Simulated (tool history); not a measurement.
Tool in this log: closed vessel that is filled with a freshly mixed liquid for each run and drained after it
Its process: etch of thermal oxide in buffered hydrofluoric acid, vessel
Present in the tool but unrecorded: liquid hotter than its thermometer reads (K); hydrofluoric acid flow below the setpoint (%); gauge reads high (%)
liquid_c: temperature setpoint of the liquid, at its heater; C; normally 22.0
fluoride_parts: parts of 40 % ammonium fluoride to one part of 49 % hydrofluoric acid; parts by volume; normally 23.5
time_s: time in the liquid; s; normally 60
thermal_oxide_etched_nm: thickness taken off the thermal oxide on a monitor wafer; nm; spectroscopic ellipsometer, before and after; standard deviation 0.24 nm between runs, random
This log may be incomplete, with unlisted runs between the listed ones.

run   hour  liquid_c  fluoride_parts  time_s  wafers since the last listed run  hours since the thermometer was replaced  hours since the hydrofluoric acid flow meter was replaced  hours since the gauge calibration  read-back film thickness of the thermal oxide reference wafer, read on the same gauge (nm)  thermal_oxide_etched_nm
  1    0.0      22.0            23.5      60                                 0                                     789.5                                                     1114.8                              354.1                                                                                       70.01                    31.70
  2   20.6      22.0            23.5      60                              2678                                     810.1                                                     1135.4                              374.7                                                                                       70.00                    31.68
  3   54.3      22.0            23.5      60                              4381                                     843.8                                                     1169.1                              408.4                                                                                       70.02                    31.37
  4   87.0      22.0            23.5      60                              4251                                     876.5                                                     1201.8                              441.1                                                                                       69.98                    31.81
  5  122.9      22.0            23.5      60                              4667                                     912.4                                                     1237.7                              477.0                                                                                       70.00                    31.78
  6  189.7      22.0            23.5      60                              8685                                     979.2                                                     1304.5                              543.8                                                                                       70.01                    32.04
  7  210.4      22.0            23.5      60                              2691                                     999.9                                                     1325.2                              564.5                                                                                       70.02                    31.94
     233.0  -- hydrofluoric acid flow meter replaced
  8  237.5      22.0            23.5      60                              3393                                    1027.0                                                        4.5                              591.6                                                                                       70.00                    31.45
  9  253.1      22.0            30.0      60                              2028                                    1042.6                                                       20.1                              607.2                                                                                       70.03                    26.52
     274.9  -- thermometer replaced
     276.3  -- gauge calibrated
 10  281.5      22.0            30.0      60                              3562                                       6.6                                                       48.5                                5.2                                                                                       70.00                    26.72
 11  294.5      22.0            23.5      60                              1690                                      19.6                                                       61.5                               18.2                                                                                       70.00                    31.81
 12  324.9      22.0            23.5      60                              3952                                      50.0                                                       91.9                               48.6                                                                                       70.02                    31.64
 13  351.3      22.0            23.5      60                              3432                                      76.4                                                      118.3                               75.0                                                                                       70.00                    31.55
 14  368.8      22.0            23.5      60                              2275                                      93.9                                                      135.8                               92.5                                                                                       70.01                    31.51
 15  398.5      24.5            30.0      35                              3861                                     123.6                                                      165.5                              122.2                                                                                       70.01                    17.92
 16  424.6      22.0            29.5      90                              3393                                     149.7                                                      191.6                              148.3                                                                                       70.02                    40.29
 17  443.5      24.0            23.5      40                              2457                                     168.6                                                      210.5                              167.2                                                                                       69.99                    23.56
 18  462.5      22.0            27.5      60                              2470                                     187.6                                                      229.5                              186.2                                                                                       70.00                    28.85
 19  475.5      22.0            23.5      60                              1690                                     200.6                                                      242.5                              199.2                                                                                       70.01                    31.47
 20  495.8      22.0            23.5      60                              2639                                     220.9                                                      262.8                              219.5                                                                                       70.00                    32.11
 21  526.1      22.0            23.5      60                              3939                                     251.2                                                      293.1                              249.8                                                                                       70.02                    31.61
 22  551.0      22.0            23.5      60                              3237                                     276.1                                                      318.0                              274.7                                                                                       70.01                    31.75
 23  563.5      17.5            30.0      30                              1625                                     288.6                                                      330.5                              287.2                                                                                       70.01                    10.21
 24  598.6      22.0            23.5      60                              4563                                     323.7                                                      365.6                              322.3                                                                                       70.00                    32.29
 25  614.5      19.5            19.0      75                              2067                                     339.6                                                      381.5                              338.2                                                                                       70.01                    40.59
 26  645.2      24.5            23.5      60                              3991                                     370.3                                                      412.2                              368.9                                                                                       69.99                    36.17
 27  660.2      18.0            15.5      75                              1950                                     385.3                                                      427.2                              383.9                                                                                       70.02                    45.21
 28  681.9      22.0            27.5      30                              2821                                     407.0                                                      448.9                              405.6                                                                                       69.99                    14.29

4 options for the next run, each taken on its own from the tool as it stands now. Forecast them:
  A  682.6      23.5            23.5      60                                91                                     407.7                                                      449.6                              406.3                                                                                           ?                        ?
  B  682.6      26.0            23.5      60                                91                                     407.7                                                      449.6                              406.3                                                                                           ?                        ?
  C  682.6      22.0            18.0      85                                91                                     407.7                                                      449.6                              406.3                                                                                           ?                        ?
  D  682.6      22.0            23.5      70                                91                                     407.7                                                      449.6                              406.3                                                                                           ?                        ?

run  read-back film thickness of the thermal oxide reference wafer, read on the same gauge (nm)  thermal_oxide_etched_nm
  A                                                                                       69.98                    34.35
  B                                                                                       69.98                    39.38
  C                                                                                       69.98                    55.55
  D                                                                                       69.98                    36.89
Take away the tool's hidden state, keep each run's random variation, and the runs would have read:
run  thermal_oxide_etched_nm
  A                    34.35
  B                    39.38
  C                    55.55
  D                    36.89
